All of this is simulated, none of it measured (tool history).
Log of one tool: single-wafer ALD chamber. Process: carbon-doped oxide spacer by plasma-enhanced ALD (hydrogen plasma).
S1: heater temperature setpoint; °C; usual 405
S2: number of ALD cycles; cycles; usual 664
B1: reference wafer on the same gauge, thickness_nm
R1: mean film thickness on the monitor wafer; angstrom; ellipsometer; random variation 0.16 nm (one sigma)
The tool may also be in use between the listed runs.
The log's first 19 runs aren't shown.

At hour 952.6: thermocouple changed; heater temperature recalibrated.
At hour 965.7: gauge calibrated.
Run 20, hour 965.9: usual settings but S2 770 cycles; B1 36.831. Result: R1 392.53 angstrom.
Run 21, hour 1033.1: usual settings but S1 413 °C, S2 710 cycles; B1 36.818. Result: R1 351.92 angstrom.
Run 22, hour 1096.0: usual settings but S1 398 °C, S2 538 cycles; B1 36.787. Result: R1 276.58 angstrom.
Run 23, hour 1139.1: usual settings but S1 411 °C, S2 721 cycles; B1 36.728. Result: R1 361.42 angstrom.
Run 24, hour 1163.1: usual settings but S1 410 °C, S2 781 cycles; B1 36.738. Result: R1 392.20 angstrom.
Run 25, hour 1187.5: usual settings but S1 410 °C, S2 796 cycles; B1 36.713. Result: R1 399.36 angstrom.
Run 26, hour 1213.4: usual settings but S1 412 °C, S2 613 cycles; B1 36.683. Result: R1 306.93 angstrom.
Run 27, hour 1285.3: usual settings; B1 36.598. Result: R1 336.71 angstrom.
Run 28, hour 1314.0: usual settings but S1 398 °C, S2 794 cycles; B1 36.619. Result: R1 408.05 angstrom.
Run 29, hour 1346.9: usual settings; B1 36.568. Result: R1 337.60 angstrom.
Run 30, hour 1381.9: usual settings; B1 36.524. Result: R1 339.49 angstrom.
Run 31, hour 1410.9: usual settings but S1 420 °C, S2 760 cycles; B1 36.513. Result: R1 370.20 angstrom.
Run 32, hour 1469.9: usual settings but S2 591 cycles; B1 36.400. Result: R1 298.35 angstrom.

3 ways to go on from here, each from the tool as it stands after run 32. What would each give?
Run A, hour 1471.3: usual settings but S2 609 cycles; B1 ?. Result: R1 ?.
Run B, hour 1471.3: usual settings but S1 410 °C, S2 722 cycles; B1 ?. Result: R1 ?.
Run C, hour 1471.3: usual settings but S1 393 °C; B1 ?. Result: R1 ?.

run      B1      R1
  A  36.486  306.06
  B  36.486  357.99
  C  36.486  338.78
Without the tool's hidden state the same runs would have given:
run      R1
  A  308.31
  B  360.62
  C  341.27
